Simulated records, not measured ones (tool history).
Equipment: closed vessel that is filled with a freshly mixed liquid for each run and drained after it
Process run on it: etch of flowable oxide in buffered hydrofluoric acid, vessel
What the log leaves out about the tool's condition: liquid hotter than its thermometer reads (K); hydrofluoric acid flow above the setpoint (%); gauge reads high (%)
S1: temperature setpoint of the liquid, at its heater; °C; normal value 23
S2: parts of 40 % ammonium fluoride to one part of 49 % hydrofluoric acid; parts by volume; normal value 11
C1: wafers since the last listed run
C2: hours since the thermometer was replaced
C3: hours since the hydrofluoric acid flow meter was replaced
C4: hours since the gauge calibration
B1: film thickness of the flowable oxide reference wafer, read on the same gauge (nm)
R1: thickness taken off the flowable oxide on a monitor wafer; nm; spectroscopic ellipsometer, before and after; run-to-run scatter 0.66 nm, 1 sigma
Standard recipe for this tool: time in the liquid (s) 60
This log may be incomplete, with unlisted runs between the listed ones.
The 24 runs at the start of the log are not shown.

Run 25, hour 564.4: usual settings but S1 19.5 °C, S2 7.5 parts by volume, time in the liquid (s) 70; C1 1869; C2 244.2; C3 116.3; C4 123; B1 89.99. Result: R1 207.98 nm.
Run 26, hour 588.4: usual settings but S2 8 parts by volume, time in the liquid (s) 35; C1 3116; C2 268.2; C3 140.3; C4 147; B1 89.99. Result: R1 117.99 nm.
Run 27, hour 622.4: usual settings but S1 25 °C, S2 6.5 parts by volume; C1 4414; C2 302.2; C3 174.3; C4 181; B1 89.98. Result: R1 280.76 nm.
Run 28, hour 643.1: usual settings but time in the liquid (s) 30; C1 2687; C2 322.9; C3 195; C4 201.7; B1 89.98. Result: R1 76.43 nm.
Run 29, hour 668.8: usual settings but S1 18 °C, S2 15 parts by volume, time in the liquid (s) 80; C1 3337; C2 348.6; C3 220.7; C4 227.4; B1 89.99. Result: R1 113.24 nm.
Run 30, hour 764: usual settings; C1 12361; C2 443.8; C3 315.9; C4 322.6; B1 89.99. Result: R1 151.57 nm.
Run 31, hour 864.6: usual settings but S1 21.5 °C, S2 9.5 parts by volume, time in the liquid (s) 30; C1 13062; C2 544.4; C3 416.5; C4 423.2; B1 90. Result: R1 79.09 nm.
Run 32, hour 883.4: usual settings but S1 20 °C, S2 14 parts by volume, time in the liquid (s) 30; C1 2441; C2 563.2; C3 435.3; C4 442; B1 89.97. Result: R1 50.97 nm.
Run 33, hour 900.8: usual settings but S2 12.5 parts by volume; C1 2259; C2 580.6; C3 452.7; C4 459.4; B1 89.99. Result: R1 134.78 nm.

Forecast each of these 4 alternatives for the next run:
Run A, hour 901.5: usual settings but time in the liquid (s) 75; C1 90; C2 581.3; C3 453.4; C4 460.1; B1 ?. Result: R1 ?.
Run B, hour 901.5: usual settings but S1 27.5 °C; C1 90; C2 581.3; C3 453.4; C4 460.1; B1 ?. Result: R1 ?.
Run C, hour 901.5: usual settings but S1 25 °C, S2 14 parts by volume, time in the liquid (s) 50; C1 90; C2 581.3; C3 453.4; C4 460.1; B1 ?. Result: R1 ?.
Run D, hour 901.5: usual settings but S1 19 °C, time in the liquid (s) 30; C1 90; C2 581.3; C3 453.4; C4 460.1; B1 ?. Result: R1 ?.

run     B1      R1
  A  89.99  191.48
  B  89.99  195.41
  C  89.99  112.46
  D  89.99   61.31
Without the tool's hidden state the same runs would have given:
run      R1
  A  191.48
  B  195.41
  C  112.46
  D   61.31
